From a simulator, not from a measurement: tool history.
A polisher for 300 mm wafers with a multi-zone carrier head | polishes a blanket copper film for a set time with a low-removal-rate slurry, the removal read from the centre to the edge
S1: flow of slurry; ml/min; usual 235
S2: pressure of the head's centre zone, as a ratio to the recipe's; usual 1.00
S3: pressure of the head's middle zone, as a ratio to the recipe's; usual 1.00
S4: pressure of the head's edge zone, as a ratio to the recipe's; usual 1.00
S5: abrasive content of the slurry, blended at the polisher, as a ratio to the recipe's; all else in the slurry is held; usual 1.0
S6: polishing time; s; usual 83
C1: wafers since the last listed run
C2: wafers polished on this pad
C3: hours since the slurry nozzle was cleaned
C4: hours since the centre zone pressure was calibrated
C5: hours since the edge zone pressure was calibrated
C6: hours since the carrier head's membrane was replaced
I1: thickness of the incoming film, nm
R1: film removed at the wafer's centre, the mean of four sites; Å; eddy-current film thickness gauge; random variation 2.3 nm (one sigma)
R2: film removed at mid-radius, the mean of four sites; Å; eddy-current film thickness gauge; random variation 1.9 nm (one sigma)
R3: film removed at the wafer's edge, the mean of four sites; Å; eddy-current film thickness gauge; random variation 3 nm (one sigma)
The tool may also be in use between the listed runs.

Run 1, day 0.000: usual settings but S4 0.97; C1 0; C2 555; C3 454.6; C4 51.4; C5 734.4; C6 784.2; I1 1037.5. Result: R1 2010 Å, R2 2033 Å, R3 2057 Å.
At day 0.367: slurry nozzle cleaned.
Run 2, day 0.396: usual settings but S2 0.96, S6 107 s; C1 48; C2 603; C3 0.7; C4 60.9; C5 743.9; C6 793.7; I1 1018.6. Result: R1 2746 Å, R2 2865 Å, R3 2924 Å.
Run 3, day 0.775: usual settings but S4 1.09, S6 100 s; C1 51; C2 655; C3 9.8; C4 70.0; C5 753.0; C6 802.8; I1 1010.7. Result: R1 2723 Å, R2 2696 Å, R3 2783 Å.
Run 4, day 1.217: usual settings; C1 60; C2 716; C3 20.4; C4 80.6; C5 763.6; C6 813.4; I1 1031.9. Result: R1 2243 Å, R2 2204 Å, R3 2200 Å.
Run 5, day 1.517: usual settings but S2 1.08; C1 41; C2 757; C3 27.6; C4 87.8; C5 770.8; C6 820.6; I1 1014.1. Result: R1 2408 Å, R2 2174 Å, R3 2211 Å.
Run 6, day 1.892: usual settings but S2 1.05; C1 51; C2 808; C3 36.6; C4 96.8; C5 779.8; C6 829.6; I1 1022.8. Result: R1 2326 Å, R2 2172 Å, R3 2173 Å.
Run 7, day 2.404: usual settings; C1 70; C2 878; C3 48.9; C4 109.1; C5 792.1; C6 841.9; I1 1006.6. Result: R1 2264 Å, R2 2146 Å, R3 2211 Å.
Run 8, day 2.667: usual settings but S6 69 s; C1 35; C2 914; C3 55.2; C4 115.4; C5 798.4; C6 848.2; I1 1018.6. Result: R1 1863 Å, R2 1787 Å, R3 1851 Å.
Run 9, day 3.096: usual settings but S3 1.08, S6 55 s; C1 58; C2 973; C3 65.5; C4 125.7; C5 808.7; C6 858.5; I1 1007.9. Result: R1 1471 Å, R2 1514 Å, R3 1481 Å.
At day 3.517: carrier head's membrane replaced by a new one.
Run 10, day 3.583: usual settings but S2 1.06, S4 1.07; C1 38; C2 1011; C3 77.2; C4 137.4; C5 820.4; C6 1.6; I1 1013.9. Result: R1 2317 Å, R2 2134 Å, R3 2282 Å.
Run 11, day 3.962: usual settings but S1 185 ml/min; C1 51; C2 1063; C3 86.3; C4 146.5; C5 829.5; C6 10.7; I1 1001.9. Result: R1 2076 Å, R2 2042 Å, R3 2091 Å.
Run 12, day 4.525: usual settings but S3 1.08, S4 0.97; C1 77; C2 1140; C3 99.8; C4 160.0; C5 843.0; C6 24.2; I1 1031.7. Result: R1 2164 Å, R2 2299 Å, R3 2153 Å.
At day 4.838: edge zone pressure recalibrated.
Run 13, day 4.896: usual settings but S1 205 ml/min, S2 1.04; C1 39; C2 1180; C3 108.7; C4 168.9; C5 1.4; C6 33.1; I1 1008.4. Result: R1 2199 Å, R2 2051 Å, R3 2121 Å.
Run 14, day 5.583: usual settings but S2 0.91, S3 0.91, S5 0.9; C1 94; C2 1274; C3 125.2; C4 185.4; C5 17.9; C6 49.6; I1 1025.7. Result: R1 1915 Å, R2 1925 Å, R3 2118 Å.
Run 15, day 5.925: usual settings; C1 46; C2 1321; C3 133.4; C4 193.6; C5 26.1; C6 57.8; I1 1018.5. Result: R1 2122 Å, R2 2070 Å, R3 2166 Å.
Run 16, day 6.246: usual settings but S6 103 s; C1 43; C2 1365; C3 141.1; C4 201.3; C5 33.8; C6 65.5; I1 1031.0. Result: R1 2706 Å, R2 2647 Å, R3 2656 Å.
Run 17, day 6.975: usual settings; C1 99; C2 1464; C3 158.6; C4 218.8; C5 51.3; C6 83.0; I1 1032.8. Result: R1 2144 Å, R2 2098 Å, R3 2160 Å.

The next listed run, before its measurement:
At day 7.600: worn pad replaced by a new one.
Run 18, day 7.621: usual settings but S3 1.08, S4 0.97; C1 65; C2 3; C3 174.1; C4 234.3; C5 66.8; C6 98.5; I1 1007.2. Result: R1 ?, R2 ?, R3 ?.

{"run 18": {"R1": 2118, "R2": 2231, "R3": 2093}}
Without the tool's hidden state the same run would have given R1 2262 Å, R2 2365 Å, R3 2186 Å.
